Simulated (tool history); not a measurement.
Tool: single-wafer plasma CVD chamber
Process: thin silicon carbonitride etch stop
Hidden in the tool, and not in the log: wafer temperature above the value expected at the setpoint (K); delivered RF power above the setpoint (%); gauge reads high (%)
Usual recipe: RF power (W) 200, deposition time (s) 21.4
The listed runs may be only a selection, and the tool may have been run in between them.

run    hour  RF power (W)  deposition time (s)  wafers since the last listed run  hours since the last thermocouple change  hours since the last RF generator calibration  hours since the showerhead was replaced  hours since the gauge calibration  read-back reference wafer on the same gauge, thickness_nm  mean film thickness on the monitor wafer (angstrom)
  1       0           200                 21.4                                 0                                    2204.8                                         1197.1                                   1898.9                             2085.5                                                     11.495                                                117.6
  2   249.2           200                 18.4                              3936                                      2454                                         1446.3                                   2148.1                             2334.7                                                     11.497                                                101.1
      329.1  -- thermocouple changed; heater temperature recalibrated
  3   338.1           200                 18.4                              1277                                         9                                         1535.2                                     2237                             2423.6                                                     11.484                                               101.17
  4   416.8           200                 21.4                              1243                                      87.7                                         1613.9                                   2315.7                             2502.3                                                     11.504                                               116.82
  5   500.7           200                 21.4                              1325                                     171.6                                         1697.8                                   2399.6                             2586.2                                                      11.49                                               117.33
  6   596.7           200                 21.4                              1516                                     267.6                                         1793.8                                   2495.6                             2682.2                                                     11.494                                               117.47
  7   666.9           200                 21.4                              1108                                     337.8                                           1864                                   2565.8                             2752.4                                                     11.495                                               117.42
      732.5  -- showerhead replaced
  8   737.5           180                 21.4                               988                                     408.4                                         1934.6                                        5                               2823                                                     11.493                                               113.66
  9   782.4           180                 21.4                               709                                     453.3                                         1979.5                                     49.9                             2867.9                                                     11.498                                               113.58
 10   819.2           200                 19.4                               581                                     490.1                                         2016.3                                     86.7                             2904.7                                                     11.508                                               107.26
 11   894.7           200                 19.4                              1192                                     565.6                                         2091.8                                    162.2                             2980.2                                                     11.484                                               106.77
 12   941.3           200                 21.4                               736                                     612.2                                         2138.4                                    208.8                             3026.8                                                     11.505                                               117.77
 13  1021.8           240                 21.4                              1271                                     692.7                                         2218.9                                    289.3                             3107.3                                                     11.509                                               123.18
 14  1058.6           165                 21.4                               581                                     729.5                                         2255.7                                    326.1                             3144.1                                                     11.506                                               111.21
 15  1146.3           200                 24.5                              1385                                     817.2                                         2343.4                                    413.8                             3231.8                                                     11.499                                               132.31
 16    1219           175                 25.4                              1148                                     889.9                                         2416.1                                    486.5                             3304.5                                                     11.506                                               133.61
 17  1317.9           210                 21.4                              1562                                     988.8                                           2515                                    585.4                             3403.4                                                     11.497                                               117.29
 18    1413           200                 21.4                              1502                                    1083.9                                         2610.1                                    680.5                             3498.5                                                     11.503                                               114.98
 19  1475.3           200                 21.4                               984                                    1146.2                                         2672.4                                    742.8                             3560.8                                                     11.496                                               115.26
       1516  -- gauge calibrated
     1541.3  -- RF generator calibrated
 20  1541.8           200                 21.4                               924                                    1212.7                                            0.5                                    809.3                               25.8                                                     11.492                                               119.15
 21    1610           230                 23.3                              1077                                    1280.9                                           68.7                                    877.5                                 94                                                     11.505                                               134.86
 22  1713.5           220                 23.6                              1634                                    1384.4                                          172.2                                      981                              197.5                                                     11.515                                                135.6
 23  1784.8           220                 17.8                              1126                                    1455.7                                          243.5                                   1052.3                              268.8                                                      11.51                                               102.31
 24  1871.2           200                 21.4                              1364                                    1542.1                                          329.9                                   1138.7                              355.2                                                     11.498                                               118.85
 25  1933.1           215                 21.4                               977                                      1604                                          391.8                                   1200.6                              417.1                                                     11.503                                               121.52
 26  1987.7           200                 21.4                               862                                    1658.6                                          446.4                                   1255.2                              471.7                                                     11.495                                               118.61
 27  2036.4           200                 19.2                               769                                    1707.3                                          495.1                                   1303.9                              520.4                                                     11.498                                               106.85
 28  2122.3           215                 22.5                              1356                                    1793.2                                            581                                   1389.8                              606.3                                                     11.505                                               127.96
 29    2160           200                 21.4                               595                                    1830.9                                          618.7                                   1427.5                                644                                                     11.508                                               119.28
 30  2253.8           200                 21.4                              1481                                    1924.7                                          712.5                                   1521.3                              737.8                                                     11.499                                               119.04
 31  2319.6           220                 21.4                              1039                                    1990.5                                          778.3                                   1587.1                              803.6                                                     11.489                                               122.01
 32  2370.2           240                 17.5                               799                                    2041.1                                          828.9                                   1637.7                              854.2                                                     11.502                                               102.35
 33  2431.3           200                 23.9                               965                                    2102.2                                            890                                   1698.8                              915.3                                                     11.495                                               132.69
 34  2504.5           230                 24.6                              1156                                    2175.4                                          963.2                                     1772                              988.5                                                       11.5                                               141.22

Each row is a separate what-if for the run after 34, all from the same tool condition, not one after another. Results?
  A  2504.9           200                 21.4                                 6                                    2175.8                                          963.6                                   1772.4                              988.9                                                          ?                                                    ?
  B  2504.9           180                   25                                 6                                    2175.8                                          963.6                                   1772.4                              988.9                                                          ?                                                    ?
  C  2504.9           190                   18                                 6                                    2175.8                                          963.6                                   1772.4                              988.9                                                          ?                                                    ?
  D  2504.9           225                 18.2                                 6                                    2175.8                                          963.6                                   1772.4                              988.9                                                          ?                                                    ?
  E  2504.9           165                 23.5                                 6                                    2175.8                                          963.6                                   1772.4                              988.9                                                          ?                                                    ?

run  read-back reference wafer on the same gauge, thickness_nm  mean film thickness on the monitor wafer (angstrom)
  A                                                       11.5                                               118.85
  B                                                       11.5                                               135.03
  C                                                       11.5                                                98.61
  D                                                       11.5                                               104.32
  E                                                       11.5                                               124.07
Without the tool's hidden state the same runs would have given:
run  mean film thickness on the monitor wafer (angstrom)
  A                                               119.26
  B                                               135.49
  C                                                98.95
  D                                               104.68
  E                                                124.5
